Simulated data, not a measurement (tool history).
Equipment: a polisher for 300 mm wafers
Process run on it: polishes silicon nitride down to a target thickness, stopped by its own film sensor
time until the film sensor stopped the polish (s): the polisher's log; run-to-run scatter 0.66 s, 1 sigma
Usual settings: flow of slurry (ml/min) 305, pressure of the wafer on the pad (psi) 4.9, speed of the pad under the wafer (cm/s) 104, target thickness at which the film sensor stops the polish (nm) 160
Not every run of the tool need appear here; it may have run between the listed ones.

run   hour  flow of slurry (ml/min)  pressure of the wafer on the pad (psi)  speed of the pad under the wafer (cm/s)  target thickness at which the film sensor stops the polish (nm)  wafers since the last listed run  wafers polished on this pad  hours since the slurry nozzle was cleaned  hours since the head pressure was calibrated  incoming thickness of the incoming film, nm  time until the film sensor stopped the polish (s)
  1      0                      385                                     4.9                                      104                                                              151                                 0                          630                                      438.3                                        1109.6                                        270.1                                                 47
  2   12.6                      305                                     4.9                                      132                                                              160                               153                          783                                      450.9                                        1122.2                                        272.6                                               36.9
  3   28.3                      305                                     4.9                                      104                                                              160                               190                          974                                      466.6                                        1137.9                                        269.2                                               44.3
  4     46                      305                                     4.9                                      104                                                              160                               215                         1189                                      484.3                                        1155.6                                        271.7                                               44.4
  5     57                      305                                     4.9                                      104                                                              160                               133                         1322                                      495.3                                        1166.6                                        271.8                                               46.5
      63.8  -- worn pad replaced by a new one
  6   64.3                      305                                     4.9                                      104                                                              160                                40                            5                                      502.6                                        1173.9                                        267.1                                               38.4
  7   77.5                      305                                     4.9                                      104                                                              160                               160                          166                                      515.8                                        1187.1                                        270.2                                               41.7
  8   94.5                      305                                     4.9                                      104                                                              160                               206                          372                                      532.8                                        1204.1                                        271.3                                               44.7
  9  108.1                      305                                     4.9                                      126                                                              188                               165                          537                                      546.4                                        1217.7                                        272.6                                               28.7
 10  118.1                      305                                     4.9                                      126                                                              188                               121                          659                                      556.4                                        1227.7                                        268.4                                               27.5
 11  168.4                      305                                     4.9                                      126                                                              188                               611                         1270                                      606.7                                          1278                                        273.1                                               29.8
 12  179.5                      305                                     4.9                                      104                                                              160                               134                         1405                                      617.8                                        1289.1                                        270.7                                                 46
 13  191.3                      305                                     4.9                                      104                                                              160                               143                         1548                                      629.6                                        1300.9                                        265.8                                               44.7
     201.9  -- worn pad replaced by a new one
 14  207.3                      305                                     4.9                                       86                                                              160                               145                           65                                      645.6                                        1316.9                                        271.5                                               46.9
     220.8  -- head pressure recalibrated
 15  224.6                      305                                     4.9                                      104                                                              150                               185                          251                                      662.9                                           3.8                                        271.4                                               46.4
 16  239.7                      385                                     4.9                                      104                                                              160                               183                          434                                        678                                          18.9                                        267.4                                               42.2
 17  280.9                      385                                     4.9                                      104                                                              160                               500                          935                                      719.2                                          60.1                                        271.6                                               44.3
 18  297.1                      305                                     3.4                                      104                                                              160                               196                         1132                                      735.4                                          76.3                                        272.8                                               64.2
 19  306.6                      275                                     4.9                                      104                                                              184                               115                         1247                                      744.9                                          85.8                                        271.9                                               37.1
 20    318                      355                                     4.9                                      104                                                              160                               138                         1385                                      756.3                                          97.2                                        267.7                                               44.2
     323.4  -- slurry nozzle cleaned
     328.4  -- worn pad replaced by a new one
 21  329.4                      305                                     4.9                                      116                                                              131                                77                           12                                          6                                         108.6                                          271                                               48.1
 22  383.1                      380                                     4.9                                      104                                                              195                               652                          664                                       59.7                                         162.3                                        267.4                                               29.3
 23  391.1                      305                                     5.5                                      104                                                              183                                97                          761                                       67.7                                         170.3                                        270.4                                               30.6
 24  401.5                      305                                     4.9                                      104                                                              160                               126                          888                                       78.1                                         180.7                                        270.2                                               43.4
 25  413.8                      305                                     4.3                                      104                                                              160                               149                         1037                                       90.4                                           193                                        267.6                                               47.4
 26  421.8                      305                                     4.9                                      134                                                              160                                97                         1134                                       98.4                                           201                                        272.9                                               36.5
     437.8  -- worn pad replaced by a new one
 27  438.3                      305                                     4.9                                      104                                                              160                               151                            6                                      114.9                                         217.5                                        268.2                                               39.1
 28  453.5                      345                                     6.3                                      104                                                              160                               184                          191                                      130.1                                         232.7                                        272.8                                               32.9
 29  467.2                      305                                     5.3                                      104                                                              170                               166                          357                                      143.8                                         246.4                                        266.7                                               34.1
 30  477.6                      305                                     4.9                                      104                                                              160                               126                          483                                      154.2                                         256.8                                        267.9                                               42.9
 31  490.3                      305                                     4.9                                      136                                                              160                               154                          638                                      166.9                                         269.5                                        270.5                                               35.7
 32  497.8                      305                                     4.9                                      104                                                              160                                91                          729                                      174.4                                           277                                        271.4                                               45.3
 33  509.2                      305                                     4.9                                      104                                                              160                               138                          867                                      185.8                                         288.4                                        271.7                                               43.1
 34  526.9                      305                                     4.9                                      140                                                              183                               215                         1082                                      203.5                                         306.1                                        265.7                                               26.5
 35  535.3                      305                                     4.9                                       88                                                              160                               102                         1184                                      211.9                                         314.5                                        268.4                                               49.7
 36  550.8                      305                                     4.9                                      104                                                              160                               188                         1373                                      227.4                                           330                                        265.2                                               41.6
     562.3  -- worn pad replaced by a new one
 37  568.1                      305                                     3.2                                      134                                                              197                               161                           70                                      244.7                                         347.3                                        269.5                                                 32

What differs in the tool's unlogged condition from the final listed run ahead of each entry between runs to the first listed run following it?
Between runs 5 and 6: worn pad replaced by a new one (hour 63.8)
  removal rate lost through wear of the pad, %: 12.4 -> 1.84
  measured value less the no-hidden-state value, time until the film sensor stopped the polish (s): +5.7 -> +0.7
Between runs 13 and 14: worn pad replaced by a new one (hour 201.9)
  removal rate lost through wear of the pad, %: 13.8 -> 2.86
  measured value less the no-hidden-state value, time until the film sensor stopped the polish (s): +6.2 -> +1.3
Between runs 14 and 15: head pressure recalibrated (hour 220.8)
  removal rate lost through wear of the pad, %: 2.86 -> 6.73
  measured value less the no-hidden-state value, time until the film sensor stopped the polish (s): +1.3 -> +3.1
Between runs 20 and 21: slurry nozzle cleaned (hour 323.4); worn pad replaced by a new one (hour 328.4)
  removal rate lost through wear of the pad, %: 13.2 -> 0.503
  measured value less the no-hidden-state value, time until the film sensor stopped the polish (s): +5.9 -> +0.2
Between runs 26 and 27: worn pad replaced by a new one (hour 437.8)
  removal rate lost through wear of the pad, %: 11.6 -> 0.724
  measured value less the no-hidden-state value, time until the film sensor stopped the polish (s): +4.2 -> +0.3
Between runs 36 and 37: worn pad replaced by a new one (hour 562.3)
  removal rate lost through wear of the pad, %: 12.4 -> 2.12
  measured value less the no-hidden-state value, time until the film sensor stopped the polish (s): +5.2 -> +0.6
